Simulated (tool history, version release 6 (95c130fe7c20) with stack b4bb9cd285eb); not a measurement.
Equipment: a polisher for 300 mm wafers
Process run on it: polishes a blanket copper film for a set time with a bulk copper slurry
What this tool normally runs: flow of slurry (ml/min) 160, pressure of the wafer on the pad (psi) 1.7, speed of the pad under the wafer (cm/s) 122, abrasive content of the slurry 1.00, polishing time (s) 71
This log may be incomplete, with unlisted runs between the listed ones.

run,hour,flow of slurry (ml/min),pressure of the wafer on the pad (psi),speed of the pad under the wafer (cm/s),abrasive content of the slurry,polishing time (s),"incoming thickness of the incoming film, nm",film removed (nm)
1,0.0,160,1.7,122,1.00,71,1998.4,490.7
# hour 9.0: worn pad replaced by a new one
2,14.4,160,1.4,122,1.00,88,1974.2,549.7
3,35.6,160,1.4,122,1.00,88,1941.8,537.3
4,70.7,160,1.7,122,1.00,71,1980.4,510.5
5,92.1,160,1.7,122,1.00,71,1962.5,501.3
6,169.9,160,1.7,122,1.00,71,1997.7,478.2
7,197.2,160,1.7,122,1.00,71,1964.4,467.8
# hour 205.7: worn pad replaced by a new one
8,209.9,160,1.7,122,1.00,71,1970.1,518.2
9,236.4,160,1.7,122,1.00,71,1981.7,505.2
10,260.4,160,1.7,122,1.00,71,1947.5,487.5
# hour 272.3: slurry blender recalibrated
11,286.0,160,1.5,154,1.00,71,1945.7,510.8
12,318.0,160,1.5,154,1.00,71,1992.1,510.1
13,340.9,160,1.7,122,1.00,71,1976.5,456.6
# hour 350.0: head pressure recalibrated
14,355.3,160,1.7,122,1.00,71,1993.6,442.7
# hour 370.6: worn pad replaced by a new one
15,385.0,160,1.7,122,1.15,71,1976.2,491.3
16,405.9,120,1.7,122,1.00,50,1962.1,289.4
# hour 416.5: slurry nozzle cleaned
17,423.0,160,1.7,122,0.85,71,1959.7,500.5
18,459.5,160,1.7,122,0.85,71,1981.1,490.4
19,493.4,180,1.3,122,0.85,55,1991.8,288.5

Run 20 comes next. What will it give?
20,511.8,120,1.7,122,1.00,83,1983.3,?

Run 20 gave film removed (nm) 547.1.
Were there no unlogged condition in the tool, this run, its random variation unchanged, would have produced film removed (nm) 602.1.
